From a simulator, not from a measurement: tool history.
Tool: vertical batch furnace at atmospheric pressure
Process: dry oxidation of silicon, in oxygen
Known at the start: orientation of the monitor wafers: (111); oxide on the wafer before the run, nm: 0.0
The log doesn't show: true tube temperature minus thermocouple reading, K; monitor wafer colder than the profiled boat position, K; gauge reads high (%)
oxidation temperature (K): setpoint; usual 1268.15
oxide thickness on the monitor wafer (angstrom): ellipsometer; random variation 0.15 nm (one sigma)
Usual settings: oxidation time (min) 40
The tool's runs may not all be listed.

run	hour	oxidation temperature (K)	oxidation time (min)	wafers since the last listed run	hours since the last temperature calibration	hours since the boat lift was adjusted	hours since the gauge calibration	read-back reference wafer on the same gauge, thickness	oxide thickness on the monitor wafer (angstrom)
1	0	1258.15	44.5	0	3371.5	3424.7	207.2	49.7	487.3
2	82.3	1280.15	40	1196	3453.8	3507	289.5	49.77	539.3
3	154.7	1280.15	40	1052	3526.2	3579.4	361.9	49.76	542.2
4	191.3	1268.15	40	532	3562.8	3616	398.5	49.82	493.2
5	228.3	1268.15	50	537	3599.8	3653	435.5	49.83	573.3
6	304.9	1268.15	50	1113	3676.4	3729.6	512.1	49.87	572.2
7	354.6	1249.15	28	722	3726.1	3779.3	561.8	49.93	333.1
8	399.8	1249.15	28	657	3771.3	3824.5	607	49.96	335.1
9	471.6	1268.15	40	1044	3843.1	3896.3	678.8	50.02	494.6
10	546.5	1268.15	40	1089	3918	3971.2	753.7	50	492.9
11	591	1268.15	40	647	3962.5	4015.7	798.2	50.06	495.6
12	657.1	1268.15	40	961	4028.6	4081.8	864.3	50.13	493.9
13	734.9	1268.15	25	1131	4106.4	4159.6	942.1	50.13	360.8
14	803.2	1268.15	25	993	4174.7	4227.9	1010.4	50.2	361.6
# hour 863: thermocouples replaced and temperature profile calibrated
15	863.5	1268.15	25	527	0.5	4288.2	1070.7	50.21	361.7
16	892.7	1268.15	27	424	29.7	4317.4	1099.9	50.27	381.7
17	971.5	1268.15	25.5	1145	108.5	4396.2	1178.7	50.28	367.2
18	1067.9	1268.15	25.5	1401	204.9	4492.6	1275.1	50.35	366.7
19	1146.8	1268.15	25.5	1147	283.8	4571.5	1354	50.36	368.8
20	1187.8	1279.15	51	596	324.8	4612.5	1395	50.4	639.7
# hour 1270.6: boat lift adjusted
21	1281.6	1261.15	34.5	1014	418.6	11	1488.8	50.44	428.5
22	1338.6	1278.15	59	828	475.6	68	1545.8	50.52	699.9
23	1431.1	1268.15	40	1344	568.1	160.5	1638.3	50.58	499.3
24	1514.2	1252.15	21	1208	651.2	243.6	1721.4	50.57	286.9
25	1572.2	1268.15	24.5	843	709.2	301.6	1779.4	50.71	361.2
26	1677.7	1268.15	40	1534	814.7	407.1	1884.9	50.75	498.4

Forecast run 27:
# hour 1701.5: gauge calibrated
27	1806.8	1268.15	40	1877	943.8	536.2	105.3	?	?

{"run 27": {"read-back reference wafer on the same gauge, thickness": 49.5, "oxide thickness on the monitor wafer (angstrom)": 490.1}}
Without the tool's hidden state the same run would have given oxide thickness on the monitor wafer (angstrom) 490.9.

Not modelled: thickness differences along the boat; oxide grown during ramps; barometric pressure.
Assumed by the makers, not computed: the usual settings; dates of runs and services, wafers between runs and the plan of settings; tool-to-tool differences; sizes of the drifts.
